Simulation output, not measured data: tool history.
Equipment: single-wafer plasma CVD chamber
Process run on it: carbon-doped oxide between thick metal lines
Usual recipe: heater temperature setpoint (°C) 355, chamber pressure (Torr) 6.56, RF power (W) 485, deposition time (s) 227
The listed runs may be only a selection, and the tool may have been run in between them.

run,day,heater temperature setpoint (°C),chamber pressure (Torr),RF power (W),deposition time (s),"read-back reference wafer on the same gauge, thickness_nm",mean film thickness on the monitor wafer (Å)
1,0.000,355,6.56,485,227,1277.251,11745.62
2,2.558,355,7.64,485,227,1273.984,11872.31
3,6.404,355,7.64,485,227,1272.454,11878.81
4,9.612,355,7.64,485,227,1273.791,11936.54
5,11.633,355,6.56,485,227,1273.166,11738.31
6,15.538,355,6.56,485,227,1270.823,11738.51
7,19.742,355,6.56,485,227,1270.287,11746.07
8,24.012,355,6.56,485,227,1270.716,11638.16
9,25.792,355,6.56,485,227,1268.735,11765.16
10,27.371,355,6.56,485,227,1268.922,11640.74
11,30.612,355,6.56,485,227,1268.203,11718.00
12,32.471,355,6.56,485,227,1269.346,11725.50
# day 33.304: thermocouple changed; heater temperature recalibrated
# day 35.175: gauge calibrated
# day 36.075: showerhead replaced
13,36.396,355,6.56,485,227,1290.531,11963.50
# day 38.292: capacitance manometer re-zeroed and calibrated
14,38.312,348,7.18,485,227,1290.631,12148.24
15,42.725,355,6.56,485,227,1285.492,11850.08
16,46.638,355,6.56,485,227,1281.209,11775.90
# day 49.112: RF generator calibrated
17,49.438,355,8.19,445,196,1281.291,9866.86
18,52.392,355,7.29,390,227,1279.371,10303.43
19,54.388,365,6.56,425,244,1277.850,11436.34
20,57.554,345,7.31,485,248,1274.648,13276.32
21,60.858,355,6.56,485,227,1276.634,11744.05
22,64.725,355,7.03,440,191,1275.922,9318.22
23,67.683,355,7.90,565,204,1270.825,11711.07
24,69.412,344,7.52,485,227,1273.272,12094.60
25,72.138,370,6.56,485,227,1273.569,11409.29

Below, each run's measurement less what the same run would have read without the hidden state. Both values contain the same run-to-run variation, but the gauge's scatter may not be the same in both:
The hidden state here: wafer temperature above the value expected at the setpoint (K); delivered RF power above the setpoint (%); true pressure above the setpoint (%); gauge reads high (%).
run,mean film thickness on the monitor wafer (Å)
1,-132.02
2,-143.81
3,-157.08
4,-167.01
5,-169.18
6,-177.38
7,-184.60
8,-188.64
9,-192.74
10,-192.35
11,-196.63
12,-198.25
13,+20.95
14,-0.42
15,-41.88
16,-71.05
17,-74.35
18,-91.68
19,-111.02
20,-143.76
21,-138.76
22,-119.01
23,-156.73
24,-165.68
25,-161.33
